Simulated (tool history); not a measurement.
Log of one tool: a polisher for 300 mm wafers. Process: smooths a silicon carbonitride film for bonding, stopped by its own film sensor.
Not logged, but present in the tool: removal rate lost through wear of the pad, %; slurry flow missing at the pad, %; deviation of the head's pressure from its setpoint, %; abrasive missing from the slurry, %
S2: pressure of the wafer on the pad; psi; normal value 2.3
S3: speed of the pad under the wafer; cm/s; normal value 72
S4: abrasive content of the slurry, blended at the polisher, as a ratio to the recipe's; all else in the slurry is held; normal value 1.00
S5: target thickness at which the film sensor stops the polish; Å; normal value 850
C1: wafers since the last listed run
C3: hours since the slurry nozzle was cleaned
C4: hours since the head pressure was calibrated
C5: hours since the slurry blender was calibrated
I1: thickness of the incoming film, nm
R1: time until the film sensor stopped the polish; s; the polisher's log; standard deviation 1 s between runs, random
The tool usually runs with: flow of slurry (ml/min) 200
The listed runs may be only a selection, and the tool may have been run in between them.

run 1 day=0.000 | flow_of_slurry_(ml/min)=200 S2=2.3 S3=72 S4=1.20 S5=870 | C1=0 wafers_polished_on_this_pad=86 C3=720.3 C4=201.2 C5=113.8 | I1=99.5 | R1=46.9
-- day=0.233 slurry blender recalibrated
run 2 day=0.508 | flow_of_slurry_(ml/min)=200 S2=2.3 S3=72 S4=1.20 S5=870 | C1=59 wafers_polished_on_this_pad=146 C3=732.5 C4=213.4 C5=6.6 | I1=98.4 | R1=46.2
run 3 day=0.938 | flow_of_slurry_(ml/min)=200 S2=2.3 S3=72 S4=1.20 S5=870 | C1=60 wafers_polished_on_this_pad=206 C3=742.8 C4=223.7 C5=16.9 | I1=101.6 | R1=59.1
run 4 day=1.446 | flow_of_slurry_(ml/min)=170 S2=2.3 S3=72 S4=1.00 S5=850 | C1=71 wafers_polished_on_this_pad=277 C3=755.0 C4=235.9 C5=29.1 | I1=99.9 | R1=65.4
run 5 day=1.946 | flow_of_slurry_(ml/min)=200 S2=2.3 S3=72 S4=1.00 S5=850 | C1=69 wafers_polished_on_this_pad=347 C3=767.0 C4=247.9 C5=41.1 | I1=101.5 | R1=75.5
run 6 day=2.450 | flow_of_slurry_(ml/min)=200 S2=2.3 S3=72 S4=1.00 S5=850 | C1=70 wafers_polished_on_this_pad=417 C3=779.1 C4=260.0 C5=53.2 | I1=100.9 | R1=71.4
run 7 day=3.142 | flow_of_slurry_(ml/min)=200 S2=2.3 S3=72 S4=1.00 S5=850 | C1=96 wafers_polished_on_this_pad=514 C3=795.7 C4=276.6 C5=69.8 | I1=98.4 | R1=61.1
run 8 day=3.404 | flow_of_slurry_(ml/min)=200 S2=2.3 S3=72 S4=1.10 S5=850 | C1=36 wafers_polished_on_this_pad=551 C3=802.0 C4=282.9 C5=76.1 | I1=100.7 | R1=69.8
-- day=3.654 worn pad replaced by a new one
run 9 day=3.679 | flow_of_slurry_(ml/min)=200 S2=2.3 S3=72 S4=1.00 S5=850 | C1=15 wafers_polished_on_this_pad=3 C3=808.6 C4=289.5 C5=82.7 | I1=100.7 | R1=62.2
-- day=3.788 slurry nozzle cleaned
run 10 day=4.258 | flow_of_slurry_(ml/min)=225 S2=2.3 S3=72 S4=1.00 S5=850 | C1=75 wafers_polished_on_this_pad=78 C3=11.3 C4=303.4 C5=96.6 | I1=99.5 | R1=59.7
run 11 day=4.546 | flow_of_slurry_(ml/min)=200 S2=2.3 S3=72 S4=1.00 S5=850 | C1=40 wafers_polished_on_this_pad=118 C3=18.2 C4=310.3 C5=103.5 | I1=98.2 | R1=56.6
run 12 day=4.867 | flow_of_slurry_(ml/min)=200 S2=2.1 S3=82 S4=1.15 S5=880 | C1=44 wafers_polished_on_this_pad=163 C3=25.9 C4=318.0 C5=111.2 | I1=99.7 | R1=46.4
-- day=5.308 slurry blender recalibrated
run 13 day=5.450 | flow_of_slurry_(ml/min)=200 S2=2.3 S3=72 S4=1.00 S5=850 | C1=69 wafers_polished_on_this_pad=233 C3=39.9 C4=332.0 C5=3.4 | I1=101.3 | R1=71.2

What will run 14 give?
-- day=5.950 head pressure recalibrated
run 14 day=6.029 | flow_of_slurry_(ml/min)=200 S2=2.3 S3=94 S4=1.00 S5=820 | C1=69 wafers_polished_on_this_pad=303 C3=53.8 C4=1.9 C5=17.3 | I1=99.8 | R1=?

{"run 14": {"R1": 64.5}}
Minus the tool's unlogged condition, the same run would have read R1 57.7 s.
